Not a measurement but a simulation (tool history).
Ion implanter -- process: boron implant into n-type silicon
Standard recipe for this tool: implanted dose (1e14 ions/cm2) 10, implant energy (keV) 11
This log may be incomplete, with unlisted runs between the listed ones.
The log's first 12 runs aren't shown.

run,hour,implanted dose (1e14 ions/cm2),implant energy (keV),wafers since the last listed run,hours since the last dose calibration,hours since the extraction supply was calibrated,hours since the gauge calibration,"read-back reference wafer on the same gauge, sheet resistance",sheet resistance of the implanted and annealed layer (ohm/square)
13,350.4,10,11,406,35.9,3284.6,537.3,147.04,133.09
14,373.7,10,8.5,415,59.2,3307.9,560.6,146.98,143.97
15,391.6,10,11,318,77.1,3325.8,578.5,146.97,133.45
16,422.5,10,11,550,108,3356.7,609.4,147,133.13
# hour 443.8: gauge calibrated
17,449.2,10,11,475,134.7,3383.4,5.4,146.99,133.24
18,473.7,10,7.5,436,159.2,3407.9,29.9,147.04,150.25
19,508.1,10,11,612,193.6,3442.3,64.3,146.97,133.45
20,539.5,10.91,11,559,225,3473.7,95.7,147.08,126.63
21,552.2,8.42,13,226,237.7,3486.4,108.4,147.01,145.25
22,579.7,12.56,9,489,265.2,3513.9,135.9,147.07,127.37
# hour 603.4: extraction supply calibrated
23,609.5,10,11,388,295,6.1,165.7,146.99,133.39
24,623.1,9.07,13,242,308.6,19.7,179.3,147.02,137.67
25,638.6,11.99,9.5,276,324.1,35.2,194.8,146.99,127.08
26,664,7.03,9.5,452,349.5,60.6,220.2,147.06,173.53
27,687.5,10,11,418,373,84.1,243.7,147.03,134.08
28,722.3,10,11,619,407.8,118.9,278.5,146.98,134.06
29,747.4,10.84,10,447,432.9,144,303.6,146.95,131.04
30,842.4,10.85,14,1692,527.9,239,398.6,147,120.28
31,866.7,9.07,13,432,552.2,263.3,422.9,146.95,138.52
32,949.9,7.24,9.5,1482,635.4,346.5,506.1,146.99,171.28
33,981.6,12.25,8,564,667.1,378.2,537.8,146.98,136.05

Run 34 is up next; what results do you expect?
# hour 1017.6: Faraday cup replaced and dose calibrated
34,1018.1,12.06,12,507,0.5,414.7,574.3,?,?

Run 34 yielded read-back reference wafer on the same gauge, sheet resistance 146.99, sheet resistance of the implanted and annealed layer (ohm/square) 116.58.
On a tool with no hidden condition, and with the same random variation, this run would have come out at sheet resistance of the implanted and annealed layer (ohm/square) 116.58.
